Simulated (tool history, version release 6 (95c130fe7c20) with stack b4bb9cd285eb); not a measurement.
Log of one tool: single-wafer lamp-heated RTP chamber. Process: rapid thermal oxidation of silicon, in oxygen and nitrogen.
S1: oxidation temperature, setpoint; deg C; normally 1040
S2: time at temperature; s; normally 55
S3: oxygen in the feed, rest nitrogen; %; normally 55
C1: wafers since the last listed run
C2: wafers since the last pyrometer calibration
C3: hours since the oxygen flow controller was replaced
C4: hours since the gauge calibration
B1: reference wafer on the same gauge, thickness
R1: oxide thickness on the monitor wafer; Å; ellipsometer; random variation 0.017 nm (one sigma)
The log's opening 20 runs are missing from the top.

run 21 hour=457.8 | S1=1040 S2=55 S3=55 | C1=210 C2=1732 C3=5112.1 C4=104.2 | B1=6.442 | R1=68.10
run 22 hour=481.9 | S1=1019 S2=28 S3=55 | C1=199 C2=1931 C3=5136.2 C4=128.3 | B1=6.436 | R1=44.40
run 23 hour=504.0 | S1=1057 S2=55 S3=84 | C1=182 C2=2114 C3=5158.3 C4=150.4 | B1=6.443 | R1=88.89
run 24 hour=538.9 | S1=1040 S2=55 S3=55 | C1=288 C2=2403 C3=5193.2 C4=185.3 | B1=6.441 | R1=68.20
run 25 hour=551.8 | S1=1040 S2=55 S3=81 | C1=106 C2=2509 C3=5206.1 C4=198.2 | B1=6.440 | R1=77.98
-- hour=576.1 oxygen flow controller replaced
run 26 hour=576.6 | S1=1069 S2=55 S3=55 | C1=139 C2=2648 C3=0.5 C4=223.0 | B1=6.436 | R1=82.91
run 27 hour=601.6 | S1=1028 S2=66 S3=55 | C1=206 C2=2855 C3=25.5 C4=248.0 | B1=6.442 | R1=68.30
run 28 hour=621.0 | S1=1040 S2=55 S3=55 | C1=160 C2=3016 C3=44.9 C4=267.4 | B1=6.442 | R1=68.43
run 29 hour=641.4 | S1=1040 S2=29 S3=55 | C1=168 C2=3185 C3=65.3 C4=287.8 | B1=6.439 | R1=52.06
run 30 hour=658.4 | S1=1040 S2=55 S3=45 | C1=140 C2=3325 C3=82.3 C4=304.8 | B1=6.444 | R1=63.95
run 31 hour=670.7 | S1=1052 S2=82 S3=55 | C1=101 C2=3427 C3=94.6 C4=317.1 | B1=6.440 | R1=88.50
run 32 hour=693.6 | S1=1040 S2=71 S3=84 | C1=189 C2=3617 C3=117.5 C4=340.0 | B1=6.438 | R1=89.37
run 33 hour=719.8 | S1=1040 S2=39 S3=46 | C1=216 C2=3833 C3=143.7 C4=366.2 | B1=6.439 | R1=55.80
run 34 hour=733.5 | S1=1040 S2=55 S3=55 | C1=113 C2=3947 C3=157.4 C4=379.9 | B1=6.437 | R1=68.64
run 35 hour=762.6 | S1=1018 S2=55 S3=55 | C1=240 C2=4187 C3=186.5 C4=409.0 | B1=6.441 | R1=59.14
run 36 hour=791.2 | S1=1026 S2=31 S3=82 | C1=236 C2=4424 C3=215.1 C4=437.6 | B1=6.439 | R1=56.11
run 37 hour=812.9 | S1=1017 S2=55 S3=55 | C1=179 C2=4604 C3=236.8 C4=459.3 | B1=6.439 | R1=58.53

Here are 5 independent what-if runs from the current tool condition. What would each one return?
run A hour=813.4 | S1=1022 S2=55 S3=55 | C1=4 C2=4608 C3=237.3 C4=459.8 | B1=? | R1=?
run B hour=813.4 | S1=1067 S2=63 S3=67 | C1=4 C2=4608 C3=237.3 C4=459.8 | B1=? | R1=?
run C hour=813.4 | S1=1023 S2=66 S3=55 | C1=4 C2=4608 C3=237.3 C4=459.8 | B1=? | R1=?
run D hour=813.4 | S1=1040 S2=63 S3=32 | C1=4 C2=4608 C3=237.3 C4=459.8 | B1=? | R1=?
run E hour=813.4 | S1=1040 S2=75 S3=55 | C1=4 C2=4608 C3=237.3 C4=459.8 | B1=? | R1=?

run=A B1=6.440 R1=60.64
run=B B1=6.440 R1=93.76
run=C B1=6.440 R1=66.12
run=D B1=6.440 R1=60.35
run=E B1=6.440 R1=78.73
With the hidden condition removed and each run's random variation left untouched, the same runs would have given:
run=A R1=58.80
run=B R1=91.03
run=C R1=64.10
run=D R1=58.58
run=E R1=76.35

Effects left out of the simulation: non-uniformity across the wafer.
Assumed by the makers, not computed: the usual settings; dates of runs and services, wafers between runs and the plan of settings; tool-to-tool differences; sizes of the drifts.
